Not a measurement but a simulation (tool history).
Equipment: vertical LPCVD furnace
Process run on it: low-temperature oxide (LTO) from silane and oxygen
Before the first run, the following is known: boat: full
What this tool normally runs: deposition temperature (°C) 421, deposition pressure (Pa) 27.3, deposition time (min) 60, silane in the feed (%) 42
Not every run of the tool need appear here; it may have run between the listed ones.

run	day	deposition temperature (°C)	deposition pressure (Pa)	deposition time (min)	silane in the feed (%)	wafers since the last listed run	hours since the last temperature calibration	hours since the pressure gauge was zeroed	hours since the silane flow controller was replaced	hours since the gauge calibration	read-back reference wafer on the same gauge, thickness	film thickness on the monitor wafer in the middle of the boat (nm)
1	0	421	27.3	60	42	0	2869.4	1325.7	5321.9	227.3	770.58	733.63
2	0.667	421	27.3	60	42	229	2885.4	1341.7	5337.9	243.3	770.75	736.36
3	1.996	421	27.3	60	42	456	2917.3	1373.6	5369.8	275.2	771.62	735.68
4	3.488	421	27.3	60	42	512	2953.1	1409.4	5405.6	311	771.74	741.52
5	4.225	421	27.3	60	42	253	2970.8	1427.1	5423.3	328.7	770.84	731.49
6	5.229	421	27.3	60	42	345	2994.9	1451.2	5447.4	352.8	770.47	740.96
7	6.425	421	27.3	60	42	410	3023.6	1479.9	5476.1	381.5	770.22	742.32
8	7.025	424	25.3	60	42	206	3038	1494.3	5490.5	395.9	770.5	705.27
9	7.658	424	25.3	60	42	217	3053.2	1509.5	5505.7	411.1	770	706.73
10	9.083	421	27.3	60	35	489	3087.4	1543.7	5539.9	445.3	770.48	599.58
11	10.396	421	27.3	60	35	451	3118.9	1575.2	5571.4	476.8	770.31	602.34
12	11.079	431	20.7	70	50	234	3135.3	1591.6	5587.8	493.2	769.65	850.11
13	12.25	421	27.3	60	42	402	3163.4	1619.7	5615.9	521.3	771.41	736.04
14	13.017	427	24.7	60	35	263	3181.8	1638.1	5634.3	539.7	772.33	576.37
15	13.662	421	27.3	60	42	221	3197.3	1653.6	5649.8	555.2	769.85	743.96
# day 15.071: silane flow controller replaced
16	15.092	421	27.3	53.5	38	147	3231.6	1687.9	0.5	589.5	771.39	588.34
# day 16.775: gauge calibrated
17	17.942	421	27.3	60	39	979	3300	1756.3	68.9	28	770.09	689.4
18	19.417	421	32.7	60	42	506	3335.4	1791.7	104.3	63.4	770.89	881.74
19	20.438	421	27.3	71.5	48	350	3359.9	1816.2	128.8	87.9	770.09	1014.7
# day 22.125: pressure gauge zeroed
# day 23.825: thermocouples replaced and temperature profile calibrated
20	24.038	412	29.3	69	47	549	5.1	45.9	215.2	174.3	770.7	903.27
21	24.542	409	22.7	46	42	173	17.2	58	227.3	186.4	769.44	404.24
22	25.75	421	23.3	60	45	415	46.2	87	256.3	215.4	770.84	656.59
23	27.221	421	30	60	42	505	81.5	122.3	291.6	250.7	771.96	786.56
24	27.892	421	27.3	60	42	230	97.6	138.4	307.7	266.8	771.15	713.51
25	28.425	421	30.7	60	45	183	110.4	151.2	320.5	279.6	771.92	857.94
26	29.425	414	27.3	76	49	343	134.4	175.2	344.5	303.6	770.65	980.41
27	31.5	421	32.7	49	50	713	184.2	225	394.3	353.4	770.03	820.17
28	32.029	431	30	39	47	181	196.9	237.7	407	366.1	770.52	628.02
29	32.575	421	23.3	53.5	42	187	210	250.8	420.1	379.2	771.3	552.44
30	33.392	421	34	81	42	280	229.6	270.4	439.7	398.8	769.59	1206.52
31	34.608	421	27.3	60	42	418	258.8	299.6	468.9	428	770.72	717.7
32	35.7	429	20.7	45.5	50	375	285	325.8	495.1	454.2	771.66	524.12

Exercise: give the hidden state of the tool at every run:
true tube temperature minus thermocouple reading, K: 0 in every run
deviation of the silane flow from its setpoint, %: 0 in every run
gauge reads high (%): 0 in every run
H1: true pressure minus gauge reading, mTorr
run	H1
1	6.97
2	7.05
3	7.23
4	7.42
5	7.52
6	7.65
7	7.81
8	7.89
9	7.97
10	8.16
11	8.33
12	8.42
13	8.58
14	8.68
15	8.76
16	8.95
17	9.33
18	9.52
19	9.65
20	1.38
21	1.44
22	1.6
23	1.8
24	1.88
25	1.95
26	2.09
27	2.36
28	2.43
29	2.5
30	2.61
31	2.77
32	2.91
